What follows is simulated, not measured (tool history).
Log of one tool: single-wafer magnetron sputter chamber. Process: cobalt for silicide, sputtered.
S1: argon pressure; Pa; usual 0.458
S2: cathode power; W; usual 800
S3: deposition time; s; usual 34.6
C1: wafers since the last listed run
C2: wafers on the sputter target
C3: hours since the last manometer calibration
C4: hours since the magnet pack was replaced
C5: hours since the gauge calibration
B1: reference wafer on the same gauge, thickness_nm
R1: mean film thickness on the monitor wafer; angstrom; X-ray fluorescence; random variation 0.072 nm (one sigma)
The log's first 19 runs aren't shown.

Run 20, hour 218.6: usual settings but S2 900 W; C1 394; C2 3601; C3 62.5; C4 139.7; C5 366.9; B1 11.203. Result: R1 141.77 angstrom.
Run 21, hour 231.3: usual settings; C1 305; C2 3907; C3 75.2; C4 152.4; C5 379.6; B1 11.196. Result: R1 128.23 angstrom.
Run 22, hour 245.8: usual settings but S1 0.574 Pa, S2 600 W, S3 38.6 s; C1 348; C2 4255; C3 89.7; C4 166.9; C5 394.1; B1 11.191. Result: R1 112.24 angstrom.
Run 23, hour 254.9: usual settings but S1 0.393 Pa, S2 1000 W, S3 31.0 s; C1 218; C2 4474; C3 98.8; C4 176.0; C5 403.2; B1 11.200. Result: R1 141.17 angstrom.
Run 24, hour 263.3: usual settings but S1 0.580 Pa; C1 202; C2 4677; C3 107.2; C4 184.4; C5 411.6; B1 11.203. Result: R1 122.82 angstrom.
Run 25, hour 281.3: usual settings but S3 31.2 s; C1 433; C2 5110; C3 125.2; C4 202.4; C5 429.6; B1 11.192. Result: R1 117.29 angstrom.
At hour 285.2: gauge calibrated.
Run 26, hour 290.7: usual settings but S1 0.387 Pa; C1 226; C2 5336; C3 134.6; C4 211.8; C5 5.5; B1 11.192. Result: R1 131.79 angstrom.
Run 27, hour 297.9: usual settings but S1 0.511 Pa; C1 173; C2 5509; C3 141.8; C4 219.0; C5 12.7; B1 11.196. Result: R1 124.69 angstrom.
Run 28, hour 313.0: usual settings but S1 0.291 Pa, S2 600 W, S3 29.2 s; C1 363; C2 5872; C3 156.9; C4 234.1; C5 27.8; B1 11.196. Result: R1 93.97 angstrom.
Run 29, hour 329.1: usual settings but S1 0.555 Pa, S2 950 W; C1 387; C2 6260; C3 173.0; C4 250.2; C5 43.9; B1 11.194. Result: R1 139.01 angstrom.
Run 30, hour 341.7: usual settings but S1 0.541 Pa, S2 750 W; C1 303; C2 6563; C3 185.6; C4 262.8; C5 56.5; B1 11.218. Result: R1 117.69 angstrom.
Run 31, hour 350.0: usual settings but S1 0.284 Pa; C1 199; C2 6763; C3 193.9; C4 271.1; C5 64.8; B1 11.202. Result: R1 136.95 angstrom.
Run 32, hour 391.6: usual settings; C1 1000; C2 7764; C3 235.5; C4 312.7; C5 106.4; B1 11.190. Result: R1 125.26 angstrom.
Run 33, hour 404.3: usual settings but S2 900 W, S3 40.8 s; C1 305; C2 8069; C3 248.2; C4 325.4; C5 119.1; B1 11.206. Result: R1 161.60 angstrom.
Run 34, hour 415.7: usual settings but S1 0.382 Pa, S2 750 W, S3 27.8 s; C1 274; C2 8344; C3 259.6; C4 336.8; C5 130.5; B1 11.201. Result: R1 98.80 angstrom.
At hour 429.4: sputter target and shields replaced.
Run 35, hour 432.7: usual settings; C1 216; C2 80; C3 276.6; C4 353.8; C5 147.5; B1 11.212. Result: R1 134.69 angstrom.

Forecast each of these 4 alternatives for the next run:
Run A, hour 433.1: usual settings; C1 9; C2 89; C3 277.0; C4 354.2; C5 147.9; B1 ?. Result: R1 ?.
Run B, hour 433.1: usual settings but S1 0.350 Pa; C1 9; C2 89; C3 277.0; C4 354.2; C5 147.9; B1 ?. Result: R1 ?.
Run C, hour 433.1: usual settings but S2 950 W, S3 39.9 s; C1 9; C2 89; C3 277.0; C4 354.2; C5 147.9; B1 ?. Result: R1 ?.
Run D, hour 433.1: usual settings but S1 0.338 Pa, S2 850 W, S3 40.3 s; C1 9; C2 89; C3 277.0; C4 354.2; C5 147.9; B1 ?. Result: R1 ?.

run      B1      R1
  A  11.200  132.45
  B  11.200  138.59
  C  11.200  173.84
  D  11.200  169.71
Without the tool's hidden state the same runs would have given:
run      R1
  A  133.77
  B  139.97
  C  175.57
  D  171.40
